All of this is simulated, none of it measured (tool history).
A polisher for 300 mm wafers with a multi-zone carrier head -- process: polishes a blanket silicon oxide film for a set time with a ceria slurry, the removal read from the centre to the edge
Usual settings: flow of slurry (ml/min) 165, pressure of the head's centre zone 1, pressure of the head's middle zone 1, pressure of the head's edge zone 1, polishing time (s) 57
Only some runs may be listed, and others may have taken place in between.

run,hour,flow of slurry (ml/min),pressure of the head's centre zone,pressure of the head's middle zone,pressure of the head's edge zone,polishing time (s),wafers since the last listed run,wafers polished on this pad,hours since the slurry nozzle was cleaned,hours since the centre zone pressure was calibrated,hours since the edge zone pressure was calibrated,hours since the carrier head's membrane was replaced,"incoming thickness of the incoming film, nm",film removed at the wafer's centre (angstrom),film removed at mid-radius (angstrom),film removed at the wafer's edge (angstrom)
1,0,165,1,1,1,57,0,640,672.5,77.3,46.4,26.8,877.9,3354,3376,3432
2,12,165,1.09,1,1,37,99,739,684.5,89.3,58.4,38.8,883,2330,2162,2308
3,23.1,135,1,1,1,57,91,831,695.6,100.4,69.5,49.9,891.8,3108,3081,3295
4,37.9,165,1,1.09,0.89,42,122,953,710.4,115.2,84.3,64.7,882.3,2440,2671,2419
5,47.5,130,1,1,1,47,79,1033,720,124.8,93.9,74.3,896.1,2422,2486,2657
# hour 56.2: worn pad replaced by a new one
6,57,120,0.92,1,1,42,45,6,729.5,134.3,103.4,83.8,900.5,1924,2130,2379
7,63.2,165,1,1,1,57,51,57,735.7,140.5,109.6,90,881.8,3295,3264,3558
# hour 67: slurry nozzle cleaned
8,78.6,165,1,1,1,57,119,176,11.6,155.9,125,105.4,888.7,3873,3748,3882
9,86.3,165,1,1,1,57,63,240,19.3,163.6,132.7,113.1,894,3853,3813,3717
10,104.2,165,1,0.93,1,46,148,388,37.2,181.5,150.6,131,883.1,3045,2861,3047
11,116.6,180,1.03,1.04,1,41,102,491,49.6,193.9,163,143.4,890.8,2880,2801,2758
12,126.8,135,0.91,1,1,45,84,575,59.8,204.1,173.2,153.6,887.9,2684,2823,2911

The next listed run, before its measurement:
13,137.1,135,1.09,1,1,57,85,660,70.1,214.4,183.5,163.9,909.5,?,?,?

Run 13 yielded film removed at the wafer's centre (angstrom) 3984, film removed at mid-radius (angstrom) 3553, film removed at the wafer's edge (angstrom) 3670.
The same run, on a tool lacking any hidden state, would have yielded film removed at the wafer's centre (angstrom) 3966, film removed at mid-radius (angstrom) 3597, film removed at the wafer's edge (angstrom) 3702.
